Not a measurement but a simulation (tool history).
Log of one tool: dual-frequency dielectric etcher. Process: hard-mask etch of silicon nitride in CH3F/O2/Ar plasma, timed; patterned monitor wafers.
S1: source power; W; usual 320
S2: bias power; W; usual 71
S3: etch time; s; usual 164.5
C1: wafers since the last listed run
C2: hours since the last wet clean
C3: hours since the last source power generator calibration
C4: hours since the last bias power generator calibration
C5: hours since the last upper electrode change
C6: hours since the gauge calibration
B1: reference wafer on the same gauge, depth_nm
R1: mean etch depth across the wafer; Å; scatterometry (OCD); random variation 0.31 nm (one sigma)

Run 1, day 0.000: usual settings but S2 57 W; C1 0; C2 525.1; C3 3466.0; C4 1222.2; C5 4612.0; C6 765.8; B1 126.0. Result: R1 954 Å.
Run 2, day 1.696: usual settings but S2 57 W; C1 380; C2 565.8; C3 3506.7; C4 1262.9; C5 4652.7; C6 806.5; B1 126.2. Result: R1 954 Å.
At day 7.104: wet clean of the chamber.
Run 3, day 9.046: usual settings but S2 57 W; C1 1424; C2 46.6; C3 3683.1; C4 1439.3; C5 4829.1; C6 982.9; B1 126.1. Result: R1 972 Å.
Run 4, day 10.621: usual settings but S2 82 W; C1 353; C2 84.4; C3 3720.9; C4 1477.1; C5 4866.9; C6 1020.7; B1 125.9. Result: R1 1107 Å.
Run 5, day 12.429: usual settings but S2 82 W; C1 405; C2 127.8; C3 3764.3; C4 1520.5; C5 4910.3; C6 1064.1; B1 126.0. Result: R1 1107 Å.
Run 6, day 15.296: usual settings but S2 82 W; C1 642; C2 196.6; C3 3833.1; C4 1589.3; C5 4979.1; C6 1132.9; B1 126.0. Result: R1 1101 Å.
At day 17.879: upper electrode replaced.
Run 7, day 17.900: usual settings but S3 135.0 s; C1 359; C2 259.1; C3 3895.6; C4 1651.8; C5 0.5; C6 1195.4; B1 126.0. Result: R1 858 Å.
Run 8, day 19.900: usual settings but S3 135.0 s; C1 448; C2 307.1; C3 3943.6; C4 1699.8; C5 48.5; C6 1243.4; B1 125.9. Result: R1 853 Å.
Run 9, day 21.721: usual settings but S3 135.0 s; C1 408; C2 350.8; C3 3987.3; C4 1743.5; C5 92.2; C6 1287.1; B1 126.0. Result: R1 854 Å.
Run 10, day 25.779: usual settings; C1 910; C2 448.2; C3 4084.7; C4 1840.9; C5 189.6; C6 1384.5; B1 125.9. Result: R1 1029 Å.
Run 11, day 27.471: usual settings but S1 370 W, S2 56 W, S3 203.5 s; C1 379; C2 488.8; C3 4125.3; C4 1881.5; C5 230.2; C6 1425.1; B1 125.9. Result: R1 1227 Å.
Run 12, day 31.179: usual settings but S1 240 W, S3 122.0 s; C1 831; C2 577.8; C3 4214.3; C4 1970.5; C5 319.2; C6 1514.1; B1 126.0. Result: R1 705 Å.
At day 34.612: gauge calibrated.
At day 34.842: wet clean of the chamber.
Run 13, day 34.862: usual settings but S2 63 W, S3 122.0 s; C1 601; C2 0.5; C3 4302.7; C4 2058.9; C5 407.6; C6 6.0; B1 126.0. Result: R1 754 Å.
Run 14, day 35.658: usual settings but S2 57 W; C1 178; C2 19.6; C3 4321.8; C4 2078.0; C5 426.7; C6 25.1; B1 126.0. Result: R1 981 Å.
At day 39.558: source power generator calibrated.
Run 15, day 40.042: usual settings but S1 360 W, S3 132.5 s; C1 945; C2 124.8; C3 11.6; C4 2183.2; C5 531.9; C6 130.3; B1 126.0. Result: R1 878 Å.
Run 16, day 44.117: usual settings; C1 913; C2 222.6; C3 109.4; C4 2281.0; C5 629.7; C6 228.1; B1 126.1. Result: R1 1047 Å.
At day 44.562: bias power generator calibrated.
Run 17, day 47.150: usual settings but S1 350 W, S2 81 W, S3 141.5 s; C1 642; C2 295.4; C3 182.2; C4 62.1; C5 702.5; C6 300.9; B1 126.0. Result: R1 968 Å.
Run 18, day 51.479: usual settings; C1 970; C2 399.3; C3 286.1; C4 166.0; C5 806.4; C6 404.8; B1 126.1. Result: R1 1033 Å.
Run 19, day 55.862: usual settings but S1 270 W, S3 203.0 s; C1 983; C2 504.5; C3 391.3; C4 271.2; C5 911.6; C6 510.0; B1 126.0. Result: R1 1219 Å.
Run 20, day 58.483: usual settings but S1 350 W, S2 81 W, S3 207.0 s; C1 587; C2 567.4; C3 454.2; C4 334.1; C5 974.5; C6 572.9; B1 126.1. Result: R1 1390 Å.

Forecast each of these 4 alternatives for the next run:
Run A, day 58.504: usual settings but S3 132.5 s; C1 4; C2 567.9; C3 454.7; C4 334.6; C5 975.0; C6 573.4; B1 ?. Result: R1 ?.
Run B, day 58.504: usual settings but S1 340 W, S2 79 W, S3 137.0 s; C1 4; C2 567.9; C3 454.7; C4 334.6; C5 975.0; C6 573.4; B1 ?. Result: R1 ?.
Run C, day 58.504: usual settings but S1 250 W, S2 84 W, S3 207.5 s; C1 4; C2 567.9; C3 454.7; C4 334.6; C5 975.0; C6 573.4; B1 ?. Result: R1 ?.
Run D, day 58.504: usual settings but S2 77 W; C1 4; C2 567.9; C3 454.7; C4 334.6; C5 975.0; C6 573.4; B1 ?. Result: R1 ?.

run     B1    R1
  A  126.1   825
  B  126.1   902
  C  126.1  1286
  D  126.1  1055
Without the tool's hidden state the same runs would have given:
run    R1
  A   852
  B   932
  C  1328
  D  1089
